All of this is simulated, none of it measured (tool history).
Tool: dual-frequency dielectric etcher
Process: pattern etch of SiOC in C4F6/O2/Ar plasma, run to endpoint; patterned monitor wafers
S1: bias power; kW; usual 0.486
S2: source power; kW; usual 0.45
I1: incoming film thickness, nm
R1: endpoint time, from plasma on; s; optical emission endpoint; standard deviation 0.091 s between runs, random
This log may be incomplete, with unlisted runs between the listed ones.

| run | hour | S1 | S2 | I1 | R1 |
|---|---|---|---|---|---|
| 1 | 0 | 0.486 | 0.45 | 33.24 | 11.1 |
| 2 | 65.5 | 0.486 | 0.45 | 33.28 | 11 |
| 3 | 132.9 | 0.486 | 0.45 | 33.38 | 10.9 |
| 4 | 164.1 | 0.486 | 0.45 | 33.25 | 10.8 |
| 5 | 194.7 | 0.486 | 0.45 | 33.07 | 10.7 |
| 6 | 257.4 | 0.486 | 0.45 | 33.35 | 10.9 |
| 7 | 306.4 | 0.486 | 0.45 | 33.6 | 10.7 |
| 8 | 351.6 | 0.486 | 0.45 | 33.07 | 10.5 |
|  | 387.2 | wet clean of the chamber |
| 9 | 387.7 | 0.486 | 0.45 | 33.42 | 11 |
| 10 | 450.5 | 0.486 | 0.45 | 32.86 | 10.9 |
| 11 | 477.5 | 0.486 | 0.45 | 33.21 | 10.9 |
|  | 529.6 | bias power generator calibrated |
|  | 538.1 | upper electrode replaced |
| 12 | 541.7 | 0.486 | 0.53 | 33.16 | 10.3 |
| 13 | 612.8 | 0.486 | 0.53 | 33.13 | 10.3 |
| 14 | 665.8 | 0.57 | 0.36 | 33.21 | 11 |
| 15 | 734.3 | 0.434 | 0.41 | 33.05 | 11.4 |
| 16 | 770.2 | 0.575 | 0.48 | 33.2 | 10 |
|  | 779.6 | source power generator calibrated |
|  | 830.6 | wet clean of the chamber |
| 17 | 831.8 | 0.486 | 0.45 | 33.26 | 11.1 |
| 18 | 856.1 | 0.486 | 0.45 | 33.2 | 11.1 |
| 19 | 916.3 | 0.486 | 0.45 | 33.39 | 11 |
| 20 | 951.7 | 0.541 | 0.38 | 32.83 | 11.1 |
| 21 | 987.9 | 0.486 | 0.52 | 33.41 | 10.5 |
| 22 | 1012.2 | 0.486 | 0.45 | 33.47 | 10.8 |
| 23 | 1044.2 | 0.44 | 0.4 | 33.39 | 11.7 |

Predict the results of run 24:
| 24 | 1077.3 | 0.408 | 0.56 | 33.27 | ? |

R1: 10.7 s
On a tool with no hidden condition, and with the same random variation, this run would have come out at R1 10.9 s.

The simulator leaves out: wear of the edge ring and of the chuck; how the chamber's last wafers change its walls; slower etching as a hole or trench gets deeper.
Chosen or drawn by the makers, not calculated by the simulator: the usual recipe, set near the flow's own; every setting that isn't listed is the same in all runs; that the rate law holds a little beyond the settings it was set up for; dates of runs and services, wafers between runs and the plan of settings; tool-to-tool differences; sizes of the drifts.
